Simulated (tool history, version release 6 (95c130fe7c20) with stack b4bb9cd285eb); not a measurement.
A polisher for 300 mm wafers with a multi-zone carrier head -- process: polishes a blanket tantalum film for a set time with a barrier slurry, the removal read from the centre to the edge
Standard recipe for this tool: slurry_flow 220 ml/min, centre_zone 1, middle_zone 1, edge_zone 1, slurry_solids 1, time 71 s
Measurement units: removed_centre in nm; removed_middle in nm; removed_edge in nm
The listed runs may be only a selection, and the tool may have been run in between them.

run   hour  slurry_flow  centre_zone  middle_zone  edge_zone  slurry_solids  time  wafers since the last listed run  wafers polished on this pad  hours since the slurry nozzle was cleaned  hours since the centre zone pressure was calibrated  hours since the edge zone pressure was calibrated  hours since the carrier head's membrane was replaced  incoming thickness of the incoming film, nm  removed_centre  removed_middle  removed_edge
  1      0          220            1            1          1              1    60                                 0                          203                                      192.6                                                 47.2                                               38.5                                                1444.2                                        279.6            66.9              69          69.1
  2   35.6          220            1            1          1              1    60                               176                          380                                      228.2                                                 82.8                                               74.1                                                1479.8                                        279.5            63.1            67.8          68.6
  3   69.1          220         1.09         0.97          1              1    71                               166                          546                                      261.7                                                116.3                                              107.6                                                1513.3                                        276.8            78.3            75.4          77.7
  4   94.4          220         1.06          1.1          1              1    71                               125                          672                                        287                                                141.6                                              132.9                                                1538.6                                        282.5            73.8            84.1          77.2
  5  108.1          220         1.09         0.97          1              1    71                                68                          740                                      300.7                                                155.3                                              146.6                                                1552.3                                        276.2            75.9            75.3          76.9
  6    143          195            1            1          1              1    71                               173                          913                                      335.6                                                190.2                                              181.5                                                1587.2                                        285.5            66.2            74.3          74.4
     180.7  -- worn pad replaced by a new one
  7  217.1          175            1            1       0.94            0.8    95                               348                          180                                      409.7                                                264.3                                              255.6                                                1661.3                                        279.8            86.9           100.1          96.5
  8  248.2          220            1         1.09          1           1.15    71                               154                          335                                      440.8                                                295.4                                              286.7                                                1692.4                                        280.6            75.8            89.3          83.5
  9  269.5          220          0.9         1.07          1           0.75    71                               105                          441                                      462.1                                                316.7                                                308                                                1713.7                                        277.9            58.2            75.8          72.1
     284.3  -- carrier head's membrane replaced by a new one
 10  288.8          220            1            1          1              1    57                                71                          512                                      481.4                                                  336                                              327.3                                                   4.5                                        278.8            54.4            62.8          62.7
 11  301.1          220            1         1.07          1              1    71                                61                          573                                      493.7                                                348.3                                              339.6                                                  16.8                                          277            69.7            83.9          77.2
     310.2  -- slurry nozzle cleaned
     311.9  -- centre zone pressure recalibrated
 12  334.7          220         1.06            1          1              1    71                               153                          726                                       24.5                                                 22.8                                              373.2                                                  50.4                                        282.7            76.1            76.6          76.2
 13  354.5          220            1            1          1              1    91                                98                          825                                       44.3                                                 42.6                                                393                                                  70.2                                        282.7            89.8            95.2          95.7
 14  376.9          220            1            1          1              1    71                               111                          936                                       66.7                                                   65                                              415.4                                                  92.6                                        279.4            69.2            74.1          72.8
 15  397.5          220            1            1          1              1    71                               102                         1039                                       87.3                                                 85.6                                                436                                                 113.2                                        279.9            65.5            72.7          72.6
     404.9  -- worn pad replaced by a new one
 16  415.6          220            1            1          1              1    71                                70                           53                                      105.4                                                103.7                                              454.1                                                 131.3                                        281.1            75.7            84.3          81.7
 17  441.8          220            1            1          1              1    71                               130                          183                                      131.6                                                129.9                                              480.3                                                 157.5                                        278.5            74.2            79.4          81.5
 18  455.1          220            1            1          1              1    60                                66                          249                                      144.9                                                143.2                                              493.6                                                 170.8                                        281.6            61.9            67.5          69.2
 19  476.3          220         0.96         1.04       1.06            1.2    71                               105                          354                                      166.1                                                164.4                                              514.8                                                   192                                          275            69.9              86          86.3
 20  493.7          220         1.11            1          1           1.25    63                                86                          441                                      183.5                                                181.8                                              532.2                                                 209.4                                        284.7            72.8            75.5          74.4
 21    513          170          0.9            1          1              1    89                                95                          537                                      202.8                                                201.1                                              551.5                                                 228.7                                        280.9            76.5            95.5          94.9

Below are 5 alternative next runs, each starting from the tool's condition after run 21. Predict each:
  A  513.4          220            1            1          1              1    51                                 1                          539                                      203.2                                                201.5                                              551.9                                                 229.1                                        278.4               ?               ?             ?
  B  513.4          220         0.94            1          1           1.15    71                                 1                          539                                      203.2                                                201.5                                              551.9                                                 229.1                                        278.4               ?               ?             ?
  C  513.4          150            1         0.92          1              1    55                                 1                          539                                      203.2                                                201.5                                              551.9                                                 229.1                                        278.4               ?               ?             ?
  D  513.4          275            1            1       0.95              1    51                                 1                          539                                      203.2                                                201.5                                              551.9                                                 229.1                                        278.4               ?               ?             ?
  E  513.4          220            1            1       1.11              1    60                                 1                          539                                      203.2                                                201.5                                              551.9                                                 229.1                                        278.4               ?               ?             ?

run  removed_centre  removed_middle  removed_edge
  A            49.2              56          56.1
  B            66.8              81          81.2
  C            50.1            53.5          58.3
  D            50.5            57.4          55.8
  E            57.9            65.9          69.5
What these runs would have given with no unlogged condition in the tool:
run  removed_centre  removed_middle  removed_edge
  A            58.8            60.4          60.6
  B            79.8            87.4          87.6
  C            59.8            57.7            63
  D            60.4            61.9          60.2
  E            69.1            71.1          75.1
